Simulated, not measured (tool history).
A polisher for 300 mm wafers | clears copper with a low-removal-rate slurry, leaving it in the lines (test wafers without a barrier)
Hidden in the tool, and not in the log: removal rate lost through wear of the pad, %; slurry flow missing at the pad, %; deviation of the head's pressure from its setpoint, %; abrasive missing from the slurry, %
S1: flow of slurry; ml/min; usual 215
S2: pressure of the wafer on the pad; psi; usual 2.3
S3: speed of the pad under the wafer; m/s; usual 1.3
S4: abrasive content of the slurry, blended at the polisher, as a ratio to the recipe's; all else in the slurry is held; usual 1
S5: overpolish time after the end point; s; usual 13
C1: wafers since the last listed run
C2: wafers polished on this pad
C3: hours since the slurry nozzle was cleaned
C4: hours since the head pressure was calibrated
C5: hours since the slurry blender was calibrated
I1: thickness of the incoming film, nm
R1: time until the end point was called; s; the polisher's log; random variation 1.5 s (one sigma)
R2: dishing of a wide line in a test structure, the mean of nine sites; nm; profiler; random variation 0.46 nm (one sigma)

run	day	S1	S2	S3	S4	S5	C1	C2	C3	C4	C5	I1	R1	R2
1	0	215	2.3	1.3	1	13	0	2290	279.3	1333	185.9	263.6	110.5	16.6
2	1.375	215	2.3	1.3	1	13	270	2561	312.3	1366	218.9	265.4	113.1	16.3
3	3.421	215	2.7	1.3	1	13	403	2964	361.4	1415.1	268	268.2	98	19
# day 5.358: worn pad replaced by a new one
4	5.392	215	2.3	1.3	1	13	355	6	408.7	1462.4	315.3	261.2	114.7	17
5	6.929	215	2.3	1.3	1	13	302	309	445.6	1499.3	352.2	263.6	116.9	16.8
# day 7.346: slurry blender recalibrated
6	9.512	215	2.3	1.3	1	13	492	801	507.6	1561.3	52	263.9	111.9	17.1
# day 10.512: head pressure recalibrated
7	10.658	215	2.3	1.3	1	13	209	1011	535.1	3.5	79.5	264.8	102.1	18.5
8	13.112	215	2.3	1.08	1	13	483	1494	594	62.4	138.4	264.1	118.7	16.1
9	15.038	240	2.3	1.3	1.2	13	379	1874	640.2	108.6	184.6	265.5	101.9	18.3
# day 15.483: slurry nozzle cleaned
10	17.188	265	3	1.3	0.9	13	415	2289	40.9	160.2	236.2	266.6	80.8	20.5
# day 20.892: worn pad replaced by a new one
11	22.892	215	2.3	1.52	1	13	1091	394	177.8	297.1	373.1	263	96.1	18.1
12	25.238	215	2.3	1.3	1	9	462	856	234.1	353.4	429.4	264.7	111	12.6
13	26.746	215	2.3	1.3	1.3	13	297	1153	270.3	389.6	465.6	269.3	108.1	17.5
# day 27.146: slurry blender recalibrated
14	29.329	215	2.3	1.3	1	13	492	1646	332.3	451.6	52.4	265.3	105.5	18.7
15	31.192	215	2.6	1.3	1.1	10	367	2013	377	496.3	97.1	259.4	89.8	16.1
16	36.9	250	2.3	1.14	1.2	8	1124	3138	514	633.3	234.1	267.4	112.7	11.7
17	38.683	215	2.9	1.62	1	13	351	3489	556.8	676.1	276.9	263.9	72.1	21.3
# day 39.162: worn pad replaced by a new one
18	40.783	270	2.1	1.3	0.75	7	380	319	607.2	726.5	327.3	264.8	125.8	9.8
19	42.296	215	2.3	1.3	1	13	298	617	643.5	762.8	363.6	265.2	111.6	17.4
# day 43.508: slurry nozzle cleaned
# day 45.721: slurry blender recalibrated
20	48.188	270	2.8	1.3	1	9	1136	1753	112.3	904.2	59.2	265.7	85.8	16.1
21	50.096	215	2.3	1.3	1	13	376	2129	158.1	950	105	266.8	108.5	16.9
22	51.533	215	2.3	1.3	1	13	283	2412	192.6	984.5	139.5	263.3	107.3	17.4
23	54.45	245	2.3	1.56	1.1	13	574	2987	262.6	1054.5	209.5	262	93.1	19.2
# day 55.038: worn pad replaced by a new one
24	56.533	240	2.3	1.3	1.15	16	377	294	312.6	1104.5	259.5	264.1	107.2	19.5
25	58.396	215	1.6	1.3	1	7	367	661	357.3	1149.2	304.2	263.8	162.4	7.9
26	59.862	215	2.3	1.3	0.85	10	289	950	392.5	1184.4	339.4	261.7	116.7	14.3
27	61.696	190	2.9	1.3	1.25	16	361	1311	436.5	1228.4	383.4	265.7	91.2	22.3

Forecast each of these 5 alternatives for the next run:
A	61.717	215	2.3	1.3	1	13	4	1315	437	1228.9	383.9	265.9	?	?
B	61.717	290	2.3	1.3	1	9	4	1315	437	1228.9	383.9	265.9	?	?
C	61.717	165	2.3	1.16	1.25	10	4	1315	437	1228.9	383.9	265.9	?	?
D	61.717	140	2.9	1.44	0.7	13	4	1315	437	1228.9	383.9	265.9	?	?
E	61.717	215	2.8	0.98	1	18	4	1315	437	1228.9	383.9	265.9	?	?

run	R1	R2
A	116.1	16.9
B	112.1	13.3
C	126.9	13.1
D	97.3	19.2
E	117.2	20.9
Without the tool's hidden state the same runs would have given:
run	R1	R2
A	100.3	18.7
B	96.9	14.9
C	109.5	14.7
D	84.3	21
E	101.3	22.7

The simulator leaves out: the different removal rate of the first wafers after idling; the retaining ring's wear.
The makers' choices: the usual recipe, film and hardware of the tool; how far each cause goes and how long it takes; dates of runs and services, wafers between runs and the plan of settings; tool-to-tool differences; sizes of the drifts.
